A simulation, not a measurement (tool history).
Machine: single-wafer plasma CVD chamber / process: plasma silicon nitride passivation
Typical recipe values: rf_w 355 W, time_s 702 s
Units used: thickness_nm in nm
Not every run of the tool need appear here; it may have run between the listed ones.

run	hour	rf_w	time_s	read-back reference wafer on the same gauge, thickness_nm	thickness_nm
1	0	355	702	1139.671	994.304
2	71	355	702	1140.572	995.208
3	110.5	355	648	1139.745	915.863
4	178.7	355	648	1140.437	917.479
5	223.3	355	648	1139.811	915.079
6	248	355	702	1140.206	996.235
7	298	355	702	1139.858	991.259
8	430.8	355	702	1139.782	983.66
9	483.2	355	702	1139.878	986.707
10	528.2	355	702	1140.799	986.777
11	561.9	315	789	1139.485	1055.156
12	586.6	315	789	1138.78	1053.529
13	630.3	355	702	1140.146	983.211
# hour 744.3: RF generator calibrated
14	765.6	355	702	1139.756	999.354
15	837.2	355	702	1139.697	996.99
# hour 869.9: showerhead replaced
16	870.4	315	702	1140.228	954.46
17	910.7	355	702	1139.993	996.455
18	966.7	355	702	1139.19	993.995
19	1030.6	355	702	1140.02	991.302
20	1055.3	355	702	1139.778	991.331
21	1124.6	405	652	1140.911	969.545
22	1168.8	355	702	1139.693	988.715
23	1239.8	355	702	1139.75	981.748
24	1295.9	405	655	1139.709	967.408
25	1409.3	355	702	1139.691	984.328
# hour 1417.1: gauge calibrated
26	1441.9	305	601	1139.858	796.182
27	1478.3	385	573	1140.533	824.193
28	1549.2	315	789	1140.411	1050.274
# hour 1587.7: RF generator calibrated
29	1597.3	355	649	1140.444	933.267
30	1651.5	410	702	1139.828	1056.233
31	1707	375	796	1140.093	1160.244
32	1765.6	355	702	1139.152	1000.644
33	1792.4	290	702	1139.613	924.69
34	1827.5	355	702	1139.788	1000.55
35	1884	395	840	1140.175	1245.543
36	1921.8	355	749	1139.828	1068.345
37	1955.6	400	661	1140.701	985.757
38	2004.2	380	768	1138.858	1117.21
39	2031.3	375	743	1139.901	1071.684
40	2098.4	410	606	1140.266	908.473
41	2141.8	420	772	1139.478	1161.359
42	2189.6	295	642	1140.649	844.057
43	2258.4	355	751	1140.317	1056.976

Each row is a separate what-if for the run after 43, all from the same tool condition, not one after another. Results?
A	2259	355	783	?	?
B	2259	385	702	?	?
C	2259	380	748	?	?
D	2259	395	646	?	?

run	read-back reference wafer on the same gauge, thickness_nm	thickness_nm
A	1140.363	1100.68
B	1140.363	1017.474
C	1140.363	1078.86
D	1140.363	945.285
Take away the tool's hidden state, keep each run's random variation, and the runs would have read:
run	thickness_nm
A	1121.186
B	1036.43
C	1098.96
D	962.896
